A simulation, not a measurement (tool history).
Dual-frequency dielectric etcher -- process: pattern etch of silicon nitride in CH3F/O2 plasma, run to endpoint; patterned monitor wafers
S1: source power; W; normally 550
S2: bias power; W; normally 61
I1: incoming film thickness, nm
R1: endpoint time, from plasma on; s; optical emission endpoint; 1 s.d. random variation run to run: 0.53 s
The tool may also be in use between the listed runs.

run,day,S1,S2,I1,R1
1,0.000,550,61,62.1,65.8
2,3.183,550,61,62.1,64.7
3,6.046,550,61,61.3,64.5
4,10.138,550,51,62.0,67.2
5,12.625,550,51,62.0,67.6
# day 22.871: wet clean of the chamber
6,22.967,550,61,61.4,65.0
7,26.450,550,61,62.0,64.8
8,30.317,620,61,61.7,62.3
9,33.454,620,61,61.3,61.7
10,36.188,620,61,61.5,62.2
11,38.225,550,61,61.4,65.5
# day 42.379: upper electrode replaced
12,42.400,550,61,61.6,64.0
# day 48.396: wet clean of the chamber
13,50.733,550,61,61.3,63.9
14,55.108,450,53,61.9,73.5
15,57.067,640,56,62.2,62.8
16,59.033,660,61,61.8,60.1
17,60.538,550,61,62.4,65.0
18,62.850,600,50,61.5,64.6
19,64.804,600,52,61.7,64.5
20,67.317,550,56,62.4,67.0
21,69.096,670,47,61.7,63.5
22,71.008,430,54,62.3,73.7
# day 72.821: bias power generator calibrated
23,72.971,550,61,61.5,64.0
# day 74.033: wet clean of the chamber
24,76.292,410,61,61.3,73.0
25,79.783,550,61,62.2,65.4
26,81.575,450,70,62.2,69.8
27,85.567,550,70,61.5,62.6
28,90.021,690,57,61.8,60.9
# day 91.892: source power generator calibrated
# day 97.367: wet clean of the chamber
29,98.021,630,67,61.6,60.4
30,100.083,550,71,61.5,62.5
31,101.912,440,52,62.3,73.5
32,104.117,550,61,61.4,64.7
33,114.492,610,74,61.3,60.4
34,118.700,550,61,61.9,65.3
35,123.121,620,50,62.0,65.1
36,125.250,650,69,61.6,58.5

Hidden state, per run?
etch rate over this chamber's usual, %: 0 on each run
source power that arrives over what is set, %: 0 on each run
bias power that arrives over what is set, %: 0 on each run

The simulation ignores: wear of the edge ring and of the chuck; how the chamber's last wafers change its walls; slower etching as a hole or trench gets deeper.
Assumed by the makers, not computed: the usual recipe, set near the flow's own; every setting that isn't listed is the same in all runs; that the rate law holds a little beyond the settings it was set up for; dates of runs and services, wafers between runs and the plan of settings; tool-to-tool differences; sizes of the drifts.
